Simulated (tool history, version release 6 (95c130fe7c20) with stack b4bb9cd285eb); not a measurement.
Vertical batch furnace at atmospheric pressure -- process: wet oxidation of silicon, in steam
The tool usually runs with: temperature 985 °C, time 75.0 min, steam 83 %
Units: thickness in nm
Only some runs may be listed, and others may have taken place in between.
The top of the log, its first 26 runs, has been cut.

run	hour	temperature	time	steam	read-back reference wafer on the same gauge, thickness	thickness
27	1896.4	985	75.0	88	419.86	493.47
28	1988.2	976	75.0	83	419.90	451.52
29	2037.7	1008	93.0	83	419.98	606.66
30	2135.6	969	105.5	74	419.89	502.45
31	2327.4	985	75.0	83	419.90	475.06
32	2637.9	985	75.0	90	420.21	501.22
33	2785.7	975	103.0	90	419.99	575.27
34	2865.6	1006	75.0	71	420.05	486.55
35	2923.2	985	75.0	83	419.91	478.64
36	3020.8	985	75.0	83	419.77	478.02

5 options for the next run, each taken on its own from the tool as it stands now. Forecast them:
A	3026.3	985	75.0	83	?	?
B	3026.3	969	46.5	75	?	?
C	3026.3	971	41.0	83	?	?
D	3026.3	963	75.0	89	?	?
E	3026.3	973	84.5	88	?	?

run	read-back reference wafer on the same gauge, thickness	thickness
A	419.51	476.78
B	419.51	302.65
C	419.51	301.97
D	419.51	437.76
E	419.51	496.31
Stripped of hidden state, with their random variation kept, the same runs would have yielded:
run	thickness
A	476.76
B	301.51
C	300.86
D	436.85
E	495.98
